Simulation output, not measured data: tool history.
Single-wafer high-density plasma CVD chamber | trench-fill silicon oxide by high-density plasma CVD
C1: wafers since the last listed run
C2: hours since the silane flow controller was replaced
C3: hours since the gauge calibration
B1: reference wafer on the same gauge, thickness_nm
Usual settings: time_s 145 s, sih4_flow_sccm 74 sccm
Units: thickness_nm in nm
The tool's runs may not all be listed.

Run 1, hour 0: usual settings; C1 0; C2 2950.8; C3 488.3; B1 989.398. Result: thickness_nm 1040.634 nm.
Run 2, hour 12.4: usual settings; C1 131; C2 2963.2; C3 500.7; B1 989.555. Result: thickness_nm 1039.589 nm.
Run 3, hour 23.3: usual settings; C1 115; C2 2974.1; C3 511.6; B1 990.178. Result: thickness_nm 1040.661 nm.
Run 4, hour 40.2: usual settings; C1 178; C2 2991; C3 528.5; B1 990.237. Result: thickness_nm 1039.265 nm.
Run 5, hour 49.4: usual settings; C1 97; C2 3000.2; C3 537.7; B1 990.256. Result: thickness_nm 1043.765 nm.
Run 6, hour 56.2: usual settings but time_s 138 s; C1 72; C2 3007; C3 544.5; B1 990.23. Result: thickness_nm 993.811 nm.
Run 7, hour 64: usual settings but time_s 138 s; C1 82; C2 3014.8; C3 552.3; B1 989.816. Result: thickness_nm 992.179 nm.
Run 8, hour 74.3: usual settings; C1 109; C2 3025.1; C3 562.6; B1 990.276. Result: thickness_nm 1043.089 nm.
Run 9, hour 88.7: usual settings; C1 152; C2 3039.5; C3 577; B1 990.23. Result: thickness_nm 1040.371 nm.
Run 10, hour 94.7: usual settings; C1 63; C2 3045.5; C3 583; B1 989.938. Result: thickness_nm 1041.977 nm.
Run 11, hour 110.4: usual settings; C1 166; C2 3061.2; C3 598.7; B1 989.769. Result: thickness_nm 1042.117 nm.
Run 12, hour 118.4: usual settings; C1 84; C2 3069.2; C3 606.7; B1 990.086. Result: thickness_nm 1039.955 nm.
Run 13, hour 125.8: usual settings; C1 78; C2 3076.6; C3 614.1; B1 989.798. Result: thickness_nm 1044.019 nm.
Run 14, hour 143.1: usual settings; C1 183; C2 3093.9; C3 631.4; B1 990.23. Result: thickness_nm 1042.147 nm.
Run 15, hour 156.6: usual settings; C1 142; C2 3107.4; C3 644.9; B1 990.148. Result: thickness_nm 1042.651 nm.
Run 16, hour 171.9: usual settings but sih4_flow_sccm 71 sccm; C1 162; C2 3122.7; C3 660.2; B1 990.517. Result: thickness_nm 1015.789 nm.
Run 17, hour 187.4: usual settings but sih4_flow_sccm 71 sccm; C1 164; C2 3138.2; C3 675.7; B1 990.591. Result: thickness_nm 1016.654 nm.
At hour 201.8: gauge calibrated.
Run 18, hour 203.6: usual settings but sih4_flow_sccm 71 sccm; C1 171; C2 3154.4; C3 1.8; B1 990.318. Result: thickness_nm 1016.495 nm.
Run 19, hour 215.6: usual settings but sih4_flow_sccm 77 sccm; C1 127; C2 3166.4; C3 13.8; B1 989.612. Result: thickness_nm 1069.729 nm.
At hour 228.8: silane flow controller replaced.
Run 20, hour 233.5: usual settings but sih4_flow_sccm 77 sccm; C1 104; C2 4.7; C3 31.7; B1 989.981. Result: thickness_nm 1042.605 nm.
Run 21, hour 246.2: usual settings; C1 134; C2 17.4; C3 44.4; B1 990.568. Result: thickness_nm 1016.966 nm.
Run 22, hour 274.9: usual settings but time_s 124 s, sih4_flow_sccm 78 sccm; C1 303; C2 46.1; C3 73.1; B1 990.566. Result: thickness_nm 897.755 nm.
Run 23, hour 290.3: usual settings but time_s 125 s, sih4_flow_sccm 86 sccm; C1 163; C2 61.5; C3 88.5; B1 989.986. Result: thickness_nm 961.997 nm.
Run 24, hour 301.6: usual settings but time_s 134 s; C1 119; C2 72.8; C3 99.8; B1 990.389. Result: thickness_nm 940.966 nm.
Run 25, hour 318.5: usual settings; C1 178; C2 89.7; C3 116.7; B1 989.963. Result: thickness_nm 1016.636 nm.
Run 26, hour 333.4: usual settings but sih4_flow_sccm 62 sccm; C1 157; C2 104.6; C3 131.6; B1 990.434. Result: thickness_nm 916.695 nm.
Run 27, hour 349: usual settings but time_s 169 s; C1 165; C2 120.2; C3 147.2; B1 989.714. Result: thickness_nm 1185.949 nm.
Run 28, hour 360.2: usual settings; C1 118; C2 131.4; C3 158.4; B1 989.979. Result: thickness_nm 1018.131 nm.
Run 29, hour 372.8: usual settings but time_s 173 s, sih4_flow_sccm 67 sccm; C1 133; C2 144; C3 171; B1 989.987. Result: thickness_nm 1145.031 nm.
Run 30, hour 378.9: usual settings but time_s 169 s, sih4_flow_sccm 84 sccm; C1 64; C2 150.1; C3 177.1; B1 989.528. Result: thickness_nm 1282.874 nm.
Run 31, hour 393.4: usual settings but time_s 137 s, sih4_flow_sccm 62 sccm; C1 153; C2 164.6; C3 191.6; B1 990.652. Result: thickness_nm 867.082 nm.
Run 32, hour 425.4: usual settings; C1 338; C2 196.6; C3 223.6; B1 989.818. Result: thickness_nm 1018.745 nm.
Run 33, hour 436.2: usual settings; C1 114; C2 207.4; C3 234.4; B1 989.819. Result: thickness_nm 1018.397 nm.
Run 34, hour 448.2: usual settings but time_s 120 s, sih4_flow_sccm 61 sccm; C1 127; C2 219.4; C3 246.4; B1 990.387. Result: thickness_nm 751.472 nm.
Run 35, hour 454.8: usual settings but time_s 171 s, sih4_flow_sccm 65 sccm; C1 69; C2 226; C3 253; B1 989.841. Result: thickness_nm 1115.227 nm.
Run 36, hour 462.1: usual settings; C1 77; C2 233.3; C3 260.3; B1 989.697. Result: thickness_nm 1019.304 nm.
Run 37, hour 499.9: usual settings but sih4_flow_sccm 77 sccm; C1 400; C2 271.1; C3 298.1; B1 990.547. Result: thickness_nm 1045.085 nm.
Run 38, hour 517.2: usual settings but time_s 127 s, sih4_flow_sccm 79 sccm; C1 183; C2 288.4; C3 315.4; B1 989.601. Result: thickness_nm 932.365 nm.
Run 39, hour 532.7: usual settings but time_s 125 s, sih4_flow_sccm 88 sccm; C1 164; C2 303.9; C3 330.9; B1 989.902. Result: thickness_nm 980.779 nm.
Run 40, hour 546.3: usual settings but time_s 122 s, sih4_flow_sccm 83 sccm; C1 144; C2 317.5; C3 344.5; B1 990.204. Result: thickness_nm 924.068 nm.
Run 41, hour 560.4: usual settings; C1 149; C2 331.6; C3 358.6; B1 989.977. Result: thickness_nm 1019.735 nm.
Run 42, hour 567.5: usual settings but time_s 164 s, sih4_flow_sccm 82 sccm; C1 75; C2 338.7; C3 365.7; B1 989.247. Result: thickness_nm 1230.352 nm.

3 ways to go on from here, each from the tool as it stands after run 42. What would each give?
Run A, hour 567.9: usual settings; C1 4; C2 339.1; C3 366.1; B1 ?. Result: thickness_nm ?.
Run B, hour 567.9: usual settings but time_s 168 s, sih4_flow_sccm 79 sccm; C1 4; C2 339.1; C3 366.1; B1 ?. Result: thickness_nm ?.
Run C, hour 567.9: usual settings but sih4_flow_sccm 60 sccm; C1 4; C2 339.1; C3 366.1; B1 ?. Result: thickness_nm ?.

run       B1  thickness_nm
  A  990.156      1018.586
  B  990.156      1228.813
  C  990.156       900.993
Without the tool's hidden state the same runs would have given:
run  thickness_nm
  A      1015.117
  B      1224.629
  C       897.924
